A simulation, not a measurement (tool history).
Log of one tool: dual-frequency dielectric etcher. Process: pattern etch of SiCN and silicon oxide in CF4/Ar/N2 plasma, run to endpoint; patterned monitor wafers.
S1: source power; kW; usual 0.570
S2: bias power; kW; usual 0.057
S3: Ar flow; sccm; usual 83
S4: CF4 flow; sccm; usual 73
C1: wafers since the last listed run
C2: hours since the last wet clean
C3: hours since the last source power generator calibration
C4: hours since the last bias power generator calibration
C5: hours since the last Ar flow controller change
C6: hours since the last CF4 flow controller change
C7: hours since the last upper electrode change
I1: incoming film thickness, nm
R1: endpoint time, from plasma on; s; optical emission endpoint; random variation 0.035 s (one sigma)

Run 1, day 0.000: usual settings; C1 0; C2 242.4; C3 1712.3; C4 1285.6; C5 0.5; C6 3153.4; C7 5123.4; I1 10.38. Result: R1 9.4 s.
At day 0.271: CF4 flow controller replaced.
Run 2, day 1.250: usual settings but S3 96 sccm; C1 443; C2 272.4; C3 1742.3; C4 1315.6; C5 30.5; C6 23.5; C7 5153.4; I1 10.41. Result: R1 9.6 s.
Run 3, day 2.588: usual settings but S3 96 sccm; C1 593; C2 304.5; C3 1774.4; C4 1347.7; C5 62.6; C6 55.6; C7 5185.5; I1 10.55. Result: R1 9.7 s.
Run 4, day 3.588: usual settings but S3 96 sccm; C1 443; C2 328.5; C3 1798.4; C4 1371.7; C5 86.6; C6 79.6; C7 5209.5; I1 10.42. Result: R1 9.6 s.
Run 5, day 4.562: usual settings but S3 72 sccm; C1 432; C2 351.9; C3 1821.8; C4 1395.1; C5 110.0; C6 103.0; C7 5232.9; I1 10.35. Result: R1 9.2 s.
Run 6, day 5.538: usual settings; C1 432; C2 375.3; C3 1845.2; C4 1418.5; C5 133.4; C6 126.4; C7 5256.3; I1 10.35. Result: R1 9.3 s.
Run 7, day 6.579: usual settings; C1 462; C2 400.3; C3 1870.2; C4 1443.5; C5 158.4; C6 151.4; C7 5281.3; I1 10.49. Result: R1 9.4 s.
Run 8, day 7.608: usual settings but S2 0.048 kW, S3 89 sccm, S4 85 sccm; C1 456; C2 425.0; C3 1894.9; C4 1468.2; C5 183.1; C6 176.1; C7 5306.0; I1 10.36. Result: R1 9.7 s.
At day 7.825: bias power generator calibrated.
Run 9, day 8.629: usual settings but S3 72 sccm; C1 379; C2 449.5; C3 1919.4; C4 19.3; C5 207.6; C6 200.6; C7 5330.5; I1 10.31. Result: R1 9.1 s.
Run 10, day 10.067: usual settings; C1 637; C2 484.0; C3 1953.9; C4 53.8; C5 242.1; C6 235.1; C7 5365.0; I1 10.47. Result: R1 9.4 s.
At day 10.829: source power generator calibrated.
Run 11, day 11.417: usual settings but S2 0.052 kW, S4 88 sccm; C1 525; C2 516.4; C3 14.1; C4 86.2; C5 274.5; C6 267.5; C7 5397.4; I1 10.43. Result: R1 9.0 s.
Run 12, day 12.221: usual settings; C1 356; C2 535.7; C3 33.4; C4 105.5; C5 293.8; C6 286.8; C7 5416.7; I1 10.35. Result: R1 9.0 s.
Run 13, day 13.496: usual settings but S1 0.470 kW, S3 104 sccm; C1 565; C2 566.3; C3 64.0; C4 136.1; C5 324.4; C6 317.4; C7 5447.3; I1 10.34. Result: R1 10.6 s.
At day 15.500: wet clean of the chamber.
At day 15.792: upper electrode replaced.
Run 14, day 15.812: usual settings but S1 0.650 kW, S3 77 sccm; C1 454; C2 7.5; C3 119.6; C4 191.7; C5 380.0; C6 373.0; C7 0.5; I1 10.37. Result: R1 8.3 s.
Run 15, day 15.967: usual settings; C1 68; C2 11.2; C3 123.3; C4 195.4; C5 383.7; C6 376.7; C7 4.2; I1 10.43. Result: R1 9.3 s.
Run 16, day 16.650: usual settings; C1 303; C2 27.6; C3 139.7; C4 211.8; C5 400.1; C6 393.1; C7 20.6; I1 10.36. Result: R1 9.3 s.
Run 17, day 17.458: usual settings but S3 76 sccm; C1 358; C2 47.0; C3 159.1; C4 231.2; C5 419.5; C6 412.5; C7 40.0; I1 10.35. Result: R1 9.2 s.
Run 18, day 18.562: usual settings but S3 76 sccm, S4 82 sccm; C1 489; C2 73.5; C3 185.6; C4 257.7; C5 446.0; C6 439.0; C7 66.5; I1 10.40. Result: R1 9.0 s.
Run 19, day 19.467: usual settings but S3 90 sccm, S4 65 sccm; C1 401; C2 95.2; C3 207.3; C4 279.4; C5 467.7; C6 460.7; C7 88.2; I1 10.40. Result: R1 9.6 s.
Run 20, day 20.362: usual settings but S1 0.470 kW; C1 397; C2 116.7; C3 228.8; C4 300.9; C5 489.2; C6 482.2; C7 109.7; I1 10.27. Result: R1 10.4 s.
Run 21, day 21.158: usual settings but S1 0.500 kW, S3 71 sccm; C1 353; C2 135.8; C3 247.9; C4 320.0; C5 508.3; C6 501.3; C7 128.8; I1 10.41. Result: R1 10.0 s.
Run 22, day 21.850: usual settings; C1 306; C2 152.4; C3 264.5; C4 336.6; C5 524.9; C6 517.9; C7 145.4; I1 10.44. Result: R1 9.3 s.
Run 23, day 22.575: usual settings but S1 0.470 kW, S3 69 sccm; C1 321; C2 169.8; C3 281.9; C4 354.0; C5 542.3; C6 535.3; C7 162.8; I1 10.32. Result: R1 10.4 s.
Run 24, day 23.312: usual settings but S3 67 sccm; C1 327; C2 187.5; C3 299.6; C4 371.7; C5 560.0; C6 553.0; C7 180.5; I1 10.59. Result: R1 9.3 s.
Run 25, day 24.508: usual settings but S1 0.710 kW, S2 0.043 kW, S3 65 sccm; C1 530; C2 216.2; C3 328.3; C4 400.4; C5 588.7; C6 581.7; C7 209.2; I1 10.47. Result: R1 8.4 s.

3 ways to go on from here, each from the tool as it stands after run 25. What would each give?
Run A, day 24.525: usual settings but S2 0.049 kW; C1 7; C2 216.6; C3 328.7; C4 400.8; C5 589.1; C6 582.1; C7 209.6; I1 10.46. Result: R1 ?.
Run B, day 24.525: usual settings but S1 0.620 kW, S2 0.062 kW, S3 104 sccm, S4 82 sccm; C1 7; C2 216.6; C3 328.7; C4 400.8; C5 589.1; C6 582.1; C7 209.6; I1 10.46. Result: R1 ?.
Run C, day 24.525: usual settings but S1 0.610 kW, S3 72 sccm; C1 7; C2 216.6; C3 328.7; C4 400.8; C5 589.1; C6 582.1; C7 209.6; I1 10.46. Result: R1 ?.

run   R1
  A  9.8
  B  8.7
  C  8.7
Without the tool's hidden state the same runs would have given:
run   R1
  A  9.7
  B  8.6
  C  8.7
